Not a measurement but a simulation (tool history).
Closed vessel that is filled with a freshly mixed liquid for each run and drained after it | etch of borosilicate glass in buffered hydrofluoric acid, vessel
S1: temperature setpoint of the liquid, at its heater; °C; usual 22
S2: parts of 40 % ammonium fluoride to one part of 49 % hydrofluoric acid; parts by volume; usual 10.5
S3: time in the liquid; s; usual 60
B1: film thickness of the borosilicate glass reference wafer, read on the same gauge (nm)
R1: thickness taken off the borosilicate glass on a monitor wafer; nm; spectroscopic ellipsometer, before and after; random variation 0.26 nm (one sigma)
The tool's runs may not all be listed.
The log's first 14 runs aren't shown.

run,hour,S1,S2,S3,B1,R1
15,425.9,26,12.5,75,100,85.92
16,444.9,25.5,8.5,75,99.97,120.27
17,460.2,22,10.5,60,100,65.78
18,491.7,19.5,7,85,99.99,120.52
19,517.1,27,10.5,90,100.02,128.37
20,552.6,22,10.5,80,100,87.75
# hour 557.1: hydrofluoric acid flow meter replaced
21,574.2,19.5,14,30,100,20.56
# hour 580.5: thermometer replaced
22,599.8,26.5,12.5,70,100.03,78.88
23,626.9,25,9,60,99.99,83.62
24,643.7,20,10.5,60,100.02,56.73
25,667.5,22,12.5,70,100.03,61.79
26,700.9,19.5,10.5,60,100.03,54.99
27,731.7,22,12.5,80,100,70.81

Forecast run 28:
28,746.6,22,10.5,90,?,?

{"run 28": {"B1": 100.03, "R1": 94.16}}
Without the tool's hidden state the same run would have given R1 93.2 nm.

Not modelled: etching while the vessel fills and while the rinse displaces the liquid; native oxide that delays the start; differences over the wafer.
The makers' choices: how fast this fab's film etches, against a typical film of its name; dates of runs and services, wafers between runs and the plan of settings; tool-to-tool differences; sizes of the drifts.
